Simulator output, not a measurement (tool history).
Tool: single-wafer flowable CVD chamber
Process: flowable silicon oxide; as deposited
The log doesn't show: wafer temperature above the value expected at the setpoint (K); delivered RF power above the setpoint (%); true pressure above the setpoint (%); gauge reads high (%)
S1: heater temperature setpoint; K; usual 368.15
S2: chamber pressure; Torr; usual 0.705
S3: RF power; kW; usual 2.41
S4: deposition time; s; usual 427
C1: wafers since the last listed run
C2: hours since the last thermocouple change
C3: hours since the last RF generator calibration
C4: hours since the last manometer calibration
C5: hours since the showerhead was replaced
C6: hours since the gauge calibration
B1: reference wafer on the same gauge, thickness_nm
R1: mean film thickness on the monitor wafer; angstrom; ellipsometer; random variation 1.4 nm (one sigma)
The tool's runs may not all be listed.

Run 1, hour 0: usual settings; C1 0; C2 3.8; C3 2192.1; C4 1498.1; C5 6336.6; C6 820.6; B1 253.573. Result: R1 2510.64 angstrom.
Run 2, hour 24.8: usual settings; C1 119; C2 28.6; C3 2216.9; C4 1522.9; C5 6361.4; C6 845.4; B1 253.134. Result: R1 2495.21 angstrom.
Run 3, hour 41.9: usual settings; C1 82; C2 45.7; C3 2234; C4 1540; C5 6378.5; C6 862.5; B1 252.852. Result: R1 2481.58 angstrom.
Run 4, hour 54.1: usual settings; C1 58; C2 57.9; C3 2246.2; C4 1552.2; C5 6390.7; C6 874.7; B1 252.887. Result: R1 2504.7 angstrom.
Run 5, hour 68.6: usual settings; C1 70; C2 72.4; C3 2260.7; C4 1566.7; C5 6405.2; C6 889.2; B1 252.819. Result: R1 2520.92 angstrom.
Run 6, hour 102.7: usual settings but S3 2.625 kW; C1 164; C2 106.5; C3 2294.8; C4 1600.8; C5 6439.3; C6 923.3; B1 252.244. Result: R1 2522.71 angstrom.
At hour 124.1: showerhead replaced.
At hour 132.2: RF generator calibrated.
Run 7, hour 132.7: usual settings but S1 363.15 K; C1 67; C2 136.5; C3 0.5; C4 1630.8; C5 8.6; C6 953.3; B1 252.262. Result: R1 2903.12 angstrom.
Run 8, hour 148.2: usual settings; C1 74; C2 152; C3 16; C4 1646.3; C5 24.1; C6 968.8; B1 252.022. Result: R1 2495.24 angstrom.
Run 9, hour 175.8: usual settings but S1 364.15 K, S2 0.787 Torr, S3 2.27 kW, S4 485 s; C1 133; C2 179.6; C3 43.6; C4 1673.9; C5 51.7; C6 996.4; B1 251.83. Result: R1 3567.68 angstrom.
Run 10, hour 189.6: usual settings but S1 376.15 K, S3 2.19 kW; C1 66; C2 193.4; C3 57.4; C4 1687.7; C5 65.5; C6 1010.2; B1 251.715. Result: R1 1950.77 angstrom.
Run 11, hour 222.1: usual settings; C1 157; C2 225.9; C3 89.9; C4 1720.2; C5 98; C6 1042.7; B1 251.407. Result: R1 2479.39 angstrom.
Run 12, hour 237.9: usual settings but S1 364.15 K, S3 2.535 kW, S4 483 s; C1 76; C2 241.7; C3 105.7; C4 1736; C5 113.8; C6 1058.5; B1 250.602. Result: R1 3166.57 angstrom.
Run 13, hour 259.7: usual settings; C1 105; C2 263.5; C3 127.5; C4 1757.8; C5 135.6; C6 1080.3; B1 250.743. Result: R1 2486.82 angstrom.
At hour 260.9: gauge calibrated.
Run 14, hour 280.2: usual settings but S3 2.07 kW; C1 99; C2 284; C3 148; C4 1778.3; C5 156.1; C6 19.3; B1 260.952. Result: R1 2552.22 angstrom.
At hour 297.9: capacitance manometer re-zeroed and calibrated.
Run 15, hour 298.4: usual settings but S2 0.845 Torr; C1 49; C2 302.2; C3 166.2; C4 0.5; C5 174.3; C6 37.5; B1 261.426. Result: R1 3105.37 angstrom.
Run 16, hour 372.7: usual settings but S2 0.876 Torr, S4 492 s; C1 359; C2 376.5; C3 240.5; C4 74.8; C5 248.6; C6 111.8; B1 259.732. Result: R1 3720.66 angstrom.
Run 17, hour 396: usual settings but S2 0.753 Torr, S3 2.84 kW, S4 498 s; C1 112; C2 399.8; C3 263.8; C4 98.1; C5 271.9; C6 135.1; B1 260.735. Result: R1 3292.57 angstrom.
Run 18, hour 420.8: usual settings but S1 379.15 K; C1 119; C2 424.6; C3 288.6; C4 122.9; C5 296.7; C6 159.9; B1 260.045. Result: R1 1871.57 angstrom.
Run 19, hour 443.3: usual settings but S1 381.15 K, S4 348 s; C1 108; C2 447.1; C3 311.1; C4 145.4; C5 319.2; C6 182.4; B1 259.91. Result: R1 1430.78 angstrom.
Run 20, hour 469.7: usual settings but S2 0.851 Torr; C1 127; C2 473.5; C3 337.5; C4 171.8; C5 345.6; C6 208.8; B1 259.915. Result: R1 3097.86 angstrom.
Run 21, hour 498.9: usual settings but S1 362.15 K, S2 0.869 Torr, S3 2.595 kW, S4 504 s; C1 141; C2 502.7; C3 366.7; C4 201; C5 374.8; C6 238; B1 259.073. Result: R1 4540.54 angstrom.
Run 22, hour 521.7: usual settings; C1 110; C2 525.5; C3 389.5; C4 223.8; C5 397.6; C6 260.8; B1 258.598. Result: R1 2601.94 angstrom.
Run 23, hour 552.9: usual settings; C1 150; C2 556.7; C3 420.7; C4 255; C5 428.8; C6 292; B1 258.938. Result: R1 2542.45 angstrom.
Run 24, hour 569.7: usual settings but S1 372.15 K, S2 0.796 Torr, S3 2.7 kW, S4 484 s; C1 81; C2 573.5; C3 437.5; C4 271.8; C5 445.6; C6 308.8; B1 259.019. Result: R1 2990.17 angstrom.
Run 25, hour 587.7: usual settings; C1 87; C2 591.5; C3 455.5; C4 289.8; C5 463.6; C6 326.8; B1 258.637. Result: R1 2552.96 angstrom.
Run 26, hour 599.7: usual settings but S1 377.15 K; C1 58; C2 603.5; C3 467.5; C4 301.8; C5 475.6; C6 338.8; B1 258.75. Result: R1 1959.23 angstrom.
Run 27, hour 620.4: usual settings but S4 348 s; C1 100; C2 624.2; C3 488.2; C4 322.5; C5 496.3; C6 359.5; B1 258.329. Result: R1 2088.59 angstrom.

Some steps in R1 between neighbouring runs. How much of each would the tool show without its hidden state too (settings, what came in, random variation), and how much is left for the hidden state, with any gauge scatter that isn't in both results?
Run 9 -> 10: S1 364.15 -> 376.15, S2 0.787 -> 0.705, S3 2.27 -> 2.19, S4 485 -> 427. R1 -1616.91 angstrom: hidden state +58.44, all else -1675.35.
Run 13 -> 14: S3 2.41 -> 2.07, gauge calibrated. R1 +65.4 angstrom: hidden state +102.68, all else -37.28.
Run 19 -> 20: S1 381.15 -> 368.15, S2 0.705 -> 0.851, S4 348 -> 427. R1 +1667.08 angstrom: hidden state -9.45, all else +1676.53.
Run 21 -> 22: S1 362.15 -> 368.15, S2 0.869 -> 0.705, S3 2.595 -> 2.41, S4 504 -> 427. R1 -1938.6 angstrom: hidden state +9.41, all else -1948.01.
